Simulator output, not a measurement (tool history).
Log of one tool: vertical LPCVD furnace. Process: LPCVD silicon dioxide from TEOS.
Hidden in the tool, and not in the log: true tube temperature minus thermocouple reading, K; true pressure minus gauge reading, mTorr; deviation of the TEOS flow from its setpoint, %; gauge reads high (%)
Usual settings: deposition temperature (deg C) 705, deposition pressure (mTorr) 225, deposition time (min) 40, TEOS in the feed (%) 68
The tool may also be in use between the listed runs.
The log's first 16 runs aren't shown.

run	hour	deposition temperature (deg C)	deposition pressure (mTorr)	deposition time (min)	TEOS in the feed (%)	wafers since the last listed run	hours since the last temperature calibration	hours since the pressure gauge was zeroed	hours since the TEOS flow controller was replaced	hours since the gauge calibration	read-back reference wafer on the same gauge, thickness	film thickness on the monitor wafer in the middle of the boat (Å)
17	208.8	705	225	40	68	127	72.6	1585	2559.1	51.5	250	2858.8
18	216.6	705	225	40	68	95	80.4	1592.8	2566.9	59.3	250.09	2861.3
# hour 255.6: pressure gauge zeroed
# hour 273.4: TEOS flow controller replaced
19	273.9	705	225	40	68	189	137.7	18.3	0.5	116.6	250.11	2802.2
20	277.4	705	225	43.5	68	42	141.2	21.8	4	120.1	250.03	3052.3
21	280.8	716	180	49.5	73	41	144.6	25.2	7.4	123.5	249.94	4128.1
22	284.3	705	225	40	68	42	148.1	28.7	10.9	127	250	2810.2
23	287.8	705	240	40	62	42	151.6	32.2	14.4	130.5	250.17	2770.2
24	311.6	705	180	54.5	62	292	175.4	56	38.2	154.3	249.93	3271.2
25	326.9	705	225	40	68	187	190.7	71.3	53.5	169.6	250.16	2822.1
26	335.9	698	225	33	68	110	199.7	80.3	62.5	178.6	249.94	1986.1
27	352.8	705	240	40	77	207	216.6	97.2	79.4	195.5	250.02	3108.2
28	361.2	705	260	54	68	103	225	105.6	87.8	203.9	249.87	4113.3
29	367.7	705	225	31	68	79	231.5	112.1	94.3	210.4	250.08	2193.6
30	376.7	708	275	30.5	57	110	240.5	121.1	103.3	219.4	250.02	2336

Forecast each of these 5 alternatives for the next run:
A	380.3	705	225	40	68	44	244.1	124.7	106.9	223	?	?
B	380.3	705	225	40	72	44	244.1	124.7	106.9	223	?	?
C	380.3	697	225	40	68	44	244.1	124.7	106.9	223	?	?
D	380.3	705	225	40	54	44	244.1	124.7	106.9	223	?	?
E	380.3	700	225	51	68	44	244.1	124.7	106.9	223	?	?

run	read-back reference wafer on the same gauge, thickness	film thickness on the monitor wafer in the middle of the boat (Å)
A	250.18	2828.3
B	250.18	2910.3
C	250.18	2350.2
D	250.18	2520.4
E	250.18	3213.1
Without the tool's hidden state the same runs would have given:
run	film thickness on the monitor wafer in the middle of the boat (Å)
A	2736.4
B	2815.7
C	2272.7
D	2438.5
E	3107.7
